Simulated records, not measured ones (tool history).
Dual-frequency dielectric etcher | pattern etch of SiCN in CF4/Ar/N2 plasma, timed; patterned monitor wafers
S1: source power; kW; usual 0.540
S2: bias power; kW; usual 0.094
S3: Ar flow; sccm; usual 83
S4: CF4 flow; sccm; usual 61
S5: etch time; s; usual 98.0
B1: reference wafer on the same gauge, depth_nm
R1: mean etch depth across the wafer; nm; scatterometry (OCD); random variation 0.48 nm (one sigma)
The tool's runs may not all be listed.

run     day     S1     S2   S3  S4     S5     B1     R1
  1   0.000  0.540  0.094   68  61   98.0  123.0  110.9
  2   4.146  0.540  0.094   83  61   98.0  123.0  109.0
  3   8.542  0.540  0.094   83  61   87.0  123.0   97.0
  4  11.642  0.540  0.094   83  61   98.0  123.0  110.5
     16.550  -- wet clean of the chamber
  5  16.571  0.540  0.094   83  61   98.0  123.0  106.3
  6  20.158  0.540  0.083   83  74   81.5  122.9   86.9
  7  21.958  0.540  0.094   83  61  119.5  123.0  129.6
  8  23.650  0.540  0.101   83  47   98.0  122.8  104.8
     27.208  -- bias power generator calibrated
  9  28.112  0.540  0.071   95  61   98.0  123.0   96.2
     29.562  -- gauge calibrated
 10  30.204  0.620  0.116   83  72   73.5  122.9   97.3
 11  32.208  0.440  0.102  101  61   98.0  123.1   96.0
 12  36.471  0.540  0.094   83  61   98.0  122.8  108.2
     41.050  -- upper electrode replaced, of another model than before
 13  41.071  0.660  0.094   83  53   98.0  123.0  130.1
     43.779  -- wet clean of the chamber
     47.075  -- source power generator calibrated
 14  53.025  0.540  0.073   83  61   98.0  122.9   95.5
 15  56.567  0.540  0.107   83  61   77.5  122.9   90.4
 16  59.042  0.630  0.113  101  53   98.0  123.0  131.9
 17  62.633  0.540  0.094   83  61   98.0  123.1  108.8
 18  66.521  0.410  0.094   95  61   98.0  123.0   80.9
     70.221  -- wet clean of the chamber
 19  70.388  0.610  0.087   83  61   98.0  123.0  115.7
 20  74.533  0.540  0.116   99  61  109.0  123.0  129.8
 21  76.696  0.490  0.094   69  56   74.0  123.1   73.7

4 ways to go on from here, each from the tool as it stands after run 21. What would each give?
  A  76.712  0.540  0.094   83  61   98.0   ?   ?
  B  76.712  0.500  0.079  102  61  120.0   ?   ?
  C  76.712  0.490  0.117   92  61  114.0   ?   ?
  D  76.712  0.540  0.075   72  61   98.0   ?   ?

run     B1     R1
  A  123.1  107.3
  B  123.1  109.1
  C  123.1  124.5
  D  123.1   97.7
Without the tool's hidden state the same runs would have given:
run     R1
  A  106.6
  B  108.4
  C  123.7
  D   97.1

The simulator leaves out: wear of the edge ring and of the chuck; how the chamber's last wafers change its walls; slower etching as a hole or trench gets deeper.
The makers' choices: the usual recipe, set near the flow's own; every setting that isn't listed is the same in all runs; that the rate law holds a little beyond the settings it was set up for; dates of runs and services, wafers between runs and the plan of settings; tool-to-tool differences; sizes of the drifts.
